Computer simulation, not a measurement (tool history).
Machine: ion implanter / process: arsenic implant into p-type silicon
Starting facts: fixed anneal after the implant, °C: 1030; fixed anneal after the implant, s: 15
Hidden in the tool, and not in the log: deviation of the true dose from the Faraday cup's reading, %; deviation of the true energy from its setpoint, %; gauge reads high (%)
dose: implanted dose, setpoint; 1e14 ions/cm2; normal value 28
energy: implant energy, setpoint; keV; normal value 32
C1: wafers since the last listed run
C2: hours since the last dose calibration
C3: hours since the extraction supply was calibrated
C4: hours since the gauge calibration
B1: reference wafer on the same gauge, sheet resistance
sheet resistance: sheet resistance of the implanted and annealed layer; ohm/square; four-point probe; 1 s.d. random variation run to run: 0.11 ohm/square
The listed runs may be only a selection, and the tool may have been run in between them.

{"run": 1, "hour": 0.0, "dose": 28, "energy": 32, "C1": 0, "C2": 868.2, "C3": 5415.6, "C4": 90.2, "B1": 81.31, "sheet resistance": 71.03}
{"run": 2, "hour": 15.7, "dose": 28, "energy": 32, "C1": 181, "C2": 883.9, "C3": 5431.3, "C4": 105.9, "B1": 81.32, "sheet resistance": 71.17}
{"run": 3, "hour": 63.3, "dose": 28, "energy": 32, "C1": 550, "C2": 931.5, "C3": 5478.9, "C4": 153.5, "B1": 81.32, "sheet resistance": 71.11}
{"hour": 81.7, "done": "Faraday cup replaced and dose calibrated"}
{"run": 4, "hour": 117.0, "dose": 28, "energy": 32, "C1": 528, "C2": 35.3, "C3": 5532.6, "C4": 207.2, "B1": 81.3, "sheet resistance": 71.03}
{"run": 5, "hour": 132.1, "dose": 28, "energy": 32, "C1": 174, "C2": 50.4, "C3": 5547.7, "C4": 222.3, "B1": 81.31, "sheet resistance": 71.13}
{"run": 6, "hour": 149.7, "dose": 28, "energy": 32, "C1": 203, "C2": 68, "C3": 5565.3, "C4": 239.9, "B1": 81.33, "sheet resistance": 71.11}
{"run": 7, "hour": 166.6, "dose": 28, "energy": 32, "C1": 195, "C2": 84.9, "C3": 5582.2, "C4": 256.8, "B1": 81.3, "sheet resistance": 71.06}
{"run": 8, "hour": 177.1, "dose": 28, "energy": 32, "C1": 121, "C2": 95.4, "C3": 5592.7, "C4": 267.3, "B1": 81.28, "sheet resistance": 71.07}
{"run": 9, "hour": 183.4, "dose": 21.96, "energy": 40, "C1": 72, "C2": 101.7, "C3": 5599, "C4": 273.6, "B1": 81.32, "sheet resistance": 69.38}
{"hour": 209.5, "done": "extraction supply calibrated"}
{"hour": 211.6, "done": "gauge calibrated"}
{"run": 10, "hour": 215.4, "dose": 22, "energy": 36.5, "C1": 277, "C2": 133.7, "C3": 5.9, "C4": 3.8, "B1": 81.3, "sheet resistance": 71.98}
{"run": 11, "hour": 228.6, "dose": 22.53, "energy": 26, "C1": 152, "C2": 146.9, "C3": 19.1, "C4": 17, "B1": 81.31, "sheet resistance": 80.87}
{"run": 12, "hour": 244.4, "dose": 25.43, "energy": 28, "C1": 182, "C2": 162.7, "C3": 34.9, "C4": 32.8, "B1": 81.29, "sheet resistance": 76.69}
{"run": 13, "hour": 258.5, "dose": 33.99, "energy": 37, "C1": 162, "C2": 176.8, "C3": 49, "C4": 46.9, "B1": 81.29, "sheet resistance": 64.09}
{"run": 14, "hour": 267.9, "dose": 28, "energy": 32, "C1": 108, "C2": 186.2, "C3": 58.4, "C4": 56.3, "B1": 81.29, "sheet resistance": 71.18}

What if the next run were any one of these 5? Each begins from the tool's condition after run 14:
{"run": "A", "hour": 268.3, "dose": 28, "energy": 40.5, "C1": 4, "C2": 186.6, "C3": 58.8, "C4": 56.7, "B1": "?", "sheet resistance": "?"}
{"run": "B", "hour": 268.3, "dose": 21.02, "energy": 42, "C1": 4, "C2": 186.6, "C3": 58.8, "C4": 56.7, "B1": "?", "sheet resistance": "?"}
{"run": "C", "hour": 268.3, "dose": 20.17, "energy": 21, "C1": 4, "C2": 186.6, "C3": 58.8, "C4": 56.7, "B1": "?", "sheet resistance": "?"}
{"run": "D", "hour": 268.3, "dose": 36.07, "energy": 40.5, "C1": 4, "C2": 186.6, "C3": 58.8, "C4": 56.7, "B1": "?", "sheet resistance": "?"}
{"run": "E", "hour": 268.3, "dose": 24.19, "energy": 42, "C1": 4, "C2": 186.6, "C3": 58.8, "C4": 56.7, "B1": "?", "sheet resistance": "?"}

run=A B1=81.32 sheet_resistance=64.44
run=B B1=81.32 sheet_resistance=69.56
run=C B1=81.32 sheet_resistance=89.08
run=D B1=81.32 sheet_resistance=61.09
run=E B1=81.32 sheet_resistance=66.2
Take away the tool's hidden state, keep each run's random variation, and the runs would have read:
run=A sheet_resistance=64.44
run=B sheet_resistance=69.56
run=C sheet_resistance=89.08
run=D sheet_resistance=61.09
run=E sheet_resistance=66.2
